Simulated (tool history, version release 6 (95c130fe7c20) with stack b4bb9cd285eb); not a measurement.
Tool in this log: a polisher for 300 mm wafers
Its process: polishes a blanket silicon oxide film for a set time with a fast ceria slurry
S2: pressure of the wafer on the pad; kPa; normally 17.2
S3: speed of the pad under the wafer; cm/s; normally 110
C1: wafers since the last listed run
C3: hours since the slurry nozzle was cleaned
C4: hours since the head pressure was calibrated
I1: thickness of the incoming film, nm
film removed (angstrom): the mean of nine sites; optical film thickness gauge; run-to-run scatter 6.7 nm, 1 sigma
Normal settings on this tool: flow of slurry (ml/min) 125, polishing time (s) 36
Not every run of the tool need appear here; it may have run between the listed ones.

{"run": 1, "hour": 0.0, "flow of slurry (ml/min)": 140, "S2": 17.2, "S3": 110, "polishing time (s)": 36, "C1": 0, "wafers polished on this pad": 734, "C3": 333.3, "C4": 566.0, "I1": 3007.7, "film removed (angstrom)": 5731}
{"run": 2, "hour": 44.1, "flow of slurry (ml/min)": 125, "S2": 17.2, "S3": 110, "polishing time (s)": 36, "C1": 486, "wafers polished on this pad": 1220, "C3": 377.4, "C4": 610.1, "I1": 3063.5, "film removed (angstrom)": 5452}
{"hour": 81.9, "done": "worn pad replaced by a new one"}
{"run": 3, "hour": 85.3, "flow of slurry (ml/min)": 125, "S2": 17.2, "S3": 110, "polishing time (s)": 36, "C1": 410, "wafers polished on this pad": 37, "C3": 418.6, "C4": 651.3, "I1": 3025.4, "film removed (angstrom)": 5674}
{"run": 4, "hour": 125.9, "flow of slurry (ml/min)": 125, "S2": 17.2, "S3": 110, "polishing time (s)": 46, "C1": 447, "wafers polished on this pad": 485, "C3": 459.2, "C4": 691.9, "I1": 2977.6, "film removed (angstrom)": 7163}
{"run": 5, "hour": 197.4, "flow of slurry (ml/min)": 125, "S2": 13.1, "S3": 110, "polishing time (s)": 36, "C1": 788, "wafers polished on this pad": 1274, "C3": 530.7, "C4": 763.4, "I1": 3059.7, "film removed (angstrom)": 4078}
{"hour": 225.9, "done": "worn pad replaced by a new one"}
{"run": 6, "hour": 266.2, "flow of slurry (ml/min)": 150, "S2": 17.2, "S3": 110, "polishing time (s)": 36, "C1": 714, "wafers polished on this pad": 444, "C3": 599.5, "C4": 832.2, "I1": 3058.3, "film removed (angstrom)": 5931}
{"run": 7, "hour": 318.3, "flow of slurry (ml/min)": 125, "S2": 17.2, "S3": 110, "polishing time (s)": 36, "C1": 574, "wafers polished on this pad": 1019, "C3": 651.6, "C4": 884.3, "I1": 3020.8, "film removed (angstrom)": 5468}
{"hour": 336.7, "done": "head pressure recalibrated"}
{"run": 8, "hour": 373.9, "flow of slurry (ml/min)": 125, "S2": 17.2, "S3": 110, "polishing time (s)": 36, "C1": 591, "wafers polished on this pad": 1610, "C3": 707.2, "C4": 37.2, "I1": 3034.3, "film removed (angstrom)": 5370}
{"hour": 400.0, "done": "worn pad replaced by a new one"}
{"run": 9, "hour": 422.3, "flow of slurry (ml/min)": 125, "S2": 17.2, "S3": 110, "polishing time (s)": 41, "C1": 489, "wafers polished on this pad": 245, "C3": 755.6, "C4": 85.6, "I1": 3014.9, "film removed (angstrom)": 6564}
{"run": 10, "hour": 447.6, "flow of slurry (ml/min)": 125, "S2": 17.2, "S3": 110, "polishing time (s)": 36, "C1": 279, "wafers polished on this pad": 524, "C3": 780.9, "C4": 110.9, "I1": 3007.3, "film removed (angstrom)": 5609}
{"run": 11, "hour": 478.8, "flow of slurry (ml/min)": 125, "S2": 18.6, "S3": 110, "polishing time (s)": 36, "C1": 344, "wafers polished on this pad": 868, "C3": 812.1, "C4": 142.1, "I1": 3027.7, "film removed (angstrom)": 6027}
{"hour": 536.2, "done": "slurry nozzle cleaned"}
{"run": 12, "hour": 538.7, "flow of slurry (ml/min)": 125, "S2": 13.1, "S3": 126, "polishing time (s)": 36, "C1": 649, "wafers polished on this pad": 1518, "C3": 2.5, "C4": 202.0, "I1": 3026.1, "film removed (angstrom)": 4713}
{"hour": 564.8, "done": "worn pad replaced by a new one"}
{"run": 13, "hour": 596.0, "flow of slurry (ml/min)": 125, "S2": 17.2, "S3": 110, "polishing time (s)": 30, "C1": 588, "wafers polished on this pad": 344, "C3": 59.8, "C4": 259.3, "I1": 3030.3, "film removed (angstrom)": 4807}
{"run": 14, "hour": 623.4, "flow of slurry (ml/min)": 145, "S2": 17.2, "S3": 74, "polishing time (s)": 36, "C1": 302, "wafers polished on this pad": 646, "C3": 87.2, "C4": 286.7, "I1": 3000.4, "film removed (angstrom)": 3879}
{"run": 15, "hour": 692.6, "flow of slurry (ml/min)": 125, "S2": 14.5, "S3": 110, "polishing time (s)": 36, "C1": 763, "wafers polished on this pad": 1410, "C3": 156.4, "C4": 355.9, "I1": 3079.0, "film removed (angstrom)": 4519}
{"hour": 736.8, "done": "worn pad replaced by a new one"}
{"run": 16, "hour": 804.8, "flow of slurry (ml/min)": 140, "S2": 20.0, "S3": 88, "polishing time (s)": 24, "C1": 1193, "wafers polished on this pad": 750, "C3": 268.6, "C4": 468.1, "I1": 3053.7, "film removed (angstrom)": 3596}

Predict each of these 3 candidate next runs independently; none follows another, all start after run 16:
{"run": "A", "hour": 805.2, "flow of slurry (ml/min)": 125, "S2": 12.4, "S3": 110, "polishing time (s)": 36, "C1": 4, "wafers polished on this pad": 755, "C3": 269.0, "C4": 468.5, "I1": 3059.4, "film removed (angstrom)": "?"}
{"run": "B", "hour": 805.2, "flow of slurry (ml/min)": 90, "S2": 23.4, "S3": 110, "polishing time (s)": 23, "C1": 4, "wafers polished on this pad": 755, "C3": 269.0, "C4": 468.5, "I1": 3059.4, "film removed (angstrom)": "?"}
{"run": "C", "hour": 805.2, "flow of slurry (ml/min)": 125, "S2": 17.2, "S3": 74, "polishing time (s)": 36, "C1": 4, "wafers polished on this pad": 755, "C3": 269.0, "C4": 468.5, "I1": 3059.4, "film removed (angstrom)": "?"}

run=A film_removed_(angstrom)=4096
run=B film_removed_(angstrom)=4520
run=C film_removed_(angstrom)=3827
Without the tool's hidden state the same runs would have given:
run=A film_removed_(angstrom)=4242
run=B film_removed_(angstrom)=4681
run=C film_removed_(angstrom)=3963
